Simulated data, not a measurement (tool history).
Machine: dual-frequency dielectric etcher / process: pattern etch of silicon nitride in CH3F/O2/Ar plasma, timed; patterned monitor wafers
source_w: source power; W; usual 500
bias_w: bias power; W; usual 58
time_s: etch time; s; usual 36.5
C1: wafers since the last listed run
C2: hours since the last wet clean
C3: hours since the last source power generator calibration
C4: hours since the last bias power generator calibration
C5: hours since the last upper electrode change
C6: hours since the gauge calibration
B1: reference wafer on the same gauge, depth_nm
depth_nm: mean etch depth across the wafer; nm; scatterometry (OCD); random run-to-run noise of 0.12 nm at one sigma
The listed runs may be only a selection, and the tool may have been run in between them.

Run 1, hour 0: usual settings but bias_w 68 W, time_s 41.5 s; C1 0; C2 433.2; C3 4354.1; C4 2346.4; C5 3744.6; C6 471; B1 30.67. Result: depth_nm 34.53 nm.
At hour 62.2: wet clean of the chamber.
Run 2, hour 62.7: usual settings but bias_w 68 W, time_s 41.5 s; C1 507; C2 0.5; C3 4416.8; C4 2409.1; C5 3807.3; C6 533.7; B1 30.69. Result: depth_nm 33.01 nm.
Run 3, hour 101.8: usual settings but bias_w 68 W, time_s 41.5 s; C1 512; C2 39.6; C3 4455.9; C4 2448.2; C5 3846.4; C6 572.8; B1 30.73. Result: depth_nm 33.47 nm.
Run 4, hour 139.6: usual settings; C1 495; C2 77.4; C3 4493.7; C4 2486; C5 3884.2; C6 610.6; B1 30.7. Result: depth_nm 27.86 nm.
Run 5, hour 164.6: usual settings; C1 327; C2 102.4; C3 4518.7; C4 2511; C5 3909.2; C6 635.6; B1 30.73. Result: depth_nm 28.01 nm.
Run 6, hour 226: usual settings; C1 805; C2 163.8; C3 4580.1; C4 2572.4; C5 3970.6; C6 697; B1 30.7. Result: depth_nm 28.31 nm.
At hour 291.7: upper electrode replaced.
Run 7, hour 292.2: usual settings but time_s 44 s; C1 553; C2 230; C3 4646.3; C4 2638.6; C5 0.5; C6 763.2; B1 30.71. Result: depth_nm 34.4 nm.
Run 8, hour 303.7: usual settings but time_s 44 s; C1 150; C2 241.5; C3 4657.8; C4 2650.1; C5 12; C6 774.7; B1 30.69. Result: depth_nm 34.42 nm.
Run 9, hour 351.5: usual settings but time_s 44 s; C1 626; C2 289.3; C3 4705.6; C4 2697.9; C5 59.8; C6 822.5; B1 30.69. Result: depth_nm 34.53 nm.
Run 10, hour 386.8: usual settings; C1 462; C2 324.6; C3 4740.9; C4 2733.2; C5 95.1; C6 857.8; B1 30.69. Result: depth_nm 28.92 nm.
Run 11, hour 458.6: usual settings; C1 941; C2 396.4; C3 4812.7; C4 2805; C5 166.9; C6 929.6; B1 30.72. Result: depth_nm 28.94 nm.
Run 12, hour 492.3: usual settings but bias_w 50 W; C1 441; C2 430.1; C3 4846.4; C4 2838.7; C5 200.6; C6 963.3; B1 30.72. Result: depth_nm 27.93 nm.
Run 13, hour 517.2: usual settings; C1 326; C2 455; C3 4871.3; C4 2863.6; C5 225.5; C6 988.2; B1 30.67. Result: depth_nm 29.02 nm.
Run 14, hour 559.8: usual settings but source_w 550 W, bias_w 44 W, time_s 41 s; C1 558; C2 497.6; C3 4913.9; C4 2906.2; C5 268.1; C6 1030.8; B1 30.7. Result: depth_nm 32.14 nm.
At hour 569.9: bias power generator calibrated.
At hour 582.1: source power generator calibrated.
At hour 598.5: wet clean of the chamber.
Run 15, hour 622.8: usual settings but bias_w 44 W, time_s 29 s; C1 507; C2 24.3; C3 40.7; C4 52.9; C5 331.1; C6 1093.8; B1 30.69. Result: depth_nm 20.46 nm.
Run 16, hour 670.5: usual settings but time_s 44 s; C1 625; C2 72; C3 88.4; C4 100.6; C5 378.8; C6 1141.5; B1 30.72. Result: depth_nm 33.82 nm.
Run 17, hour 709.7: usual settings but bias_w 69 W; C1 514; C2 111.2; C3 127.6; C4 139.8; C5 418; C6 1180.7; B1 30.69. Result: depth_nm 29.39 nm.
At hour 733.4: gauge calibrated.
Run 18, hour 763.8: usual settings but bias_w 51 W, time_s 46 s; C1 709; C2 165.3; C3 181.7; C4 193.9; C5 472.1; C6 30.4; B1 30.71. Result: depth_nm 34.29 nm.
Run 19, hour 833.2: usual settings; C1 910; C2 234.7; C3 251.1; C4 263.3; C5 541.5; C6 99.8; B1 30.7. Result: depth_nm 28.1 nm.
Run 20, hour 865.9: usual settings but source_w 410 W; C1 428; C2 267.4; C3 283.8; C4 296; C5 574.2; C6 132.5; B1 30.69. Result: depth_nm 25.3 nm.
Run 21, hour 912.4: usual settings; C1 609; C2 313.9; C3 330.3; C4 342.5; C5 620.7; C6 179; B1 30.7. Result: depth_nm 28.55 nm.
Run 22, hour 940.5: usual settings but time_s 39.5 s; C1 368; C2 342; C3 358.4; C4 370.6; C5 648.8; C6 207.1; B1 30.69. Result: depth_nm 31.35 nm.
Run 23, hour 992.8: usual settings but source_w 580 W; C1 685; C2 394.3; C3 410.7; C4 422.9; C5 701.1; C6 259.4; B1 30.69. Result: depth_nm 31.43 nm.
At hour 1151.6: wet clean of the chamber.
Run 24, hour 1189.9: usual settings but source_w 390 W; C1 2269; C2 38.3; C3 607.8; C4 620; C5 898.2; C6 456.5; B1 30.7. Result: depth_nm 23.9 nm.
Run 25, hour 1246.9: usual settings but source_w 410 W, bias_w 53 W, time_s 41.5 s; C1 747; C2 95.3; C3 664.8; C4 677; C5 955.2; C6 513.5; B1 30.73. Result: depth_nm 27.49 nm.
Run 26, hour 1340.6: usual settings but bias_w 72 W; C1 1228; C2 189; C3 758.5; C4 770.7; C5 1048.9; C6 607.2; B1 30.71. Result: depth_nm 29.82 nm.
Run 27, hour 1376.2: usual settings; C1 466; C2 224.6; C3 794.1; C4 806.3; C5 1084.5; C6 642.8; B1 30.66. Result: depth_nm 28.2 nm.
Run 28, hour 1445.9: usual settings but bias_w 66 W, time_s 40 s; C1 913; C2 294.3; C3 863.8; C4 876; C5 1154.2; C6 712.5; B1 30.67. Result: depth_nm 32.36 nm.
Run 29, hour 1502: usual settings but source_w 450 W; C1 735; C2 350.4; C3 919.9; C4 932.1; C5 1210.3; C6 768.6; B1 30.69. Result: depth_nm 26.76 nm.

Run by run, hidden condition taken away, random variation retained:
The hidden state here: etch rate over this chamber's usual, %; source power that arrives over what is set, %; bias power that arrives over what is set, %; gauge reads high (%).
run  depth_nm
  1     32.95
  2     32.82
  3     33.15
  4     27.49
  5     27.57
  6      27.7
  7     33.44
  8     33.42
  9     33.38
 10     27.86
 11     27.69
 12     26.64
 13     27.62
 14     30.46
 15     20.39
 16     33.56
 17     29.05
 18     33.71
 19     27.44
 20     24.63
 21     27.66
 22      30.3
 23     30.23
 24     23.86
 25     27.29
 26     29.33
 27     27.64
 28     31.51
 29     25.91
